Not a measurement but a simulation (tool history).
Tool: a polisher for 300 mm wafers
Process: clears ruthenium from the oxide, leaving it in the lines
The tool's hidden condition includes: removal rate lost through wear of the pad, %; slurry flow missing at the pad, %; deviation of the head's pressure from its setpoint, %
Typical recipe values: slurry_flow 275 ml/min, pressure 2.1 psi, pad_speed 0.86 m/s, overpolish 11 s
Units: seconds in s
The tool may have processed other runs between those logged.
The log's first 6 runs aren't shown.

run,hour,slurry_flow,pressure,pad_speed,overpolish,wafers since the last listed run,wafers polished on this pad,hours since the slurry nozzle was cleaned,hours since the head pressure was calibrated,"incoming thickness of the incoming film, nm",seconds
7,69.1,275,2.1,0.68,11,79,101,182.4,1275.1,99.5,126.7
8,77.0,275,2.1,0.68,11,82,183,190.3,1283.0,100.1,131.0
9,86.8,275,2.3,0.86,11,101,285,200.1,1292.8,99.1,103.1
10,94.2,275,2.3,0.86,11,76,362,207.5,1300.2,100.2,101.1
11,107.6,275,2.1,0.86,11,139,502,220.9,1313.6,100.6,113.2
12,118.6,275,2.1,0.86,11,114,616,231.9,1324.6,98.5,110.7
# hour 127.9: worn pad replaced by a new one
13,135.8,275,2.1,0.86,11,137,82,249.1,1341.8,99.9,108.1
14,149.8,275,2.1,0.86,11,145,228,263.1,1355.8,100.6,109.5
# hour 155.5: slurry nozzle cleaned
15,162.3,275,2.1,0.74,11,119,347,6.8,1368.3,101.9,125.7
16,184.9,325,2.5,0.64,11,235,582,29.4,1390.9,100.5,121.2
17,202.0,310,1.6,1.10,7,177,760,46.5,1408.0,101.3,120.2
# hour 212.0: worn pad replaced by a new one
# hour 215.6: head pressure recalibrated
18,216.1,370,2.1,0.86,11,84,22,60.6,0.5,100.1,103.7
19,221.7,340,2.1,0.96,17,58,80,66.2,6.1,99.5,96.9
20,231.9,275,2.1,0.86,4,106,186,76.4,16.3,98.6,104.6
21,249.3,275,2.7,0.86,11,181,367,93.8,33.7,100.8,91.2
22,264.3,275,2.1,0.86,17,156,523,108.8,48.7,97.8,111.9
23,273.0,275,2.1,0.86,11,90,614,117.5,57.4,99.9,115.8
24,281.4,315,2.1,0.64,11,87,701,125.9,65.8,99.5,143.8
25,287.9,275,2.1,0.62,11,67,769,132.4,72.3,101.5,155.2
# hour 295.6: worn pad replaced by a new one
26,300.0,225,2.1,1.06,16,84,45,144.5,84.4,101.2,95.6
27,313.7,275,2.1,0.86,11,142,187,158.2,98.1,98.3,107.5
28,320.6,275,2.1,0.86,11,71,259,165.1,105.0,100.7,107.6
29,327.2,275,1.8,0.86,14,68,328,171.7,111.6,101.3,123.3
30,367.7,195,2.1,0.86,6,421,749,212.2,152.1,100.0,119.5
# hour 376.7: worn pad replaced by a new one
31,384.1,275,1.4,0.58,8,128,76,228.6,168.5,99.0,204.0

Branching from run 31: 3 alternative next runs. What would each branch give?
A,384.6,275,2.1,0.86,11,5,81,229.1,169.0,101.0,?
B,384.6,275,2.1,0.86,8,5,81,229.1,169.0,101.0,?
C,384.6,275,1.7,0.86,13,5,81,229.1,169.0,101.0,?

run,seconds
A,112.2
B,112.2
C,132.6
Stripped of hidden state, with their random variation kept, the same runs would have yielded:
run,seconds
A,111.0
B,111.0
C,131.2
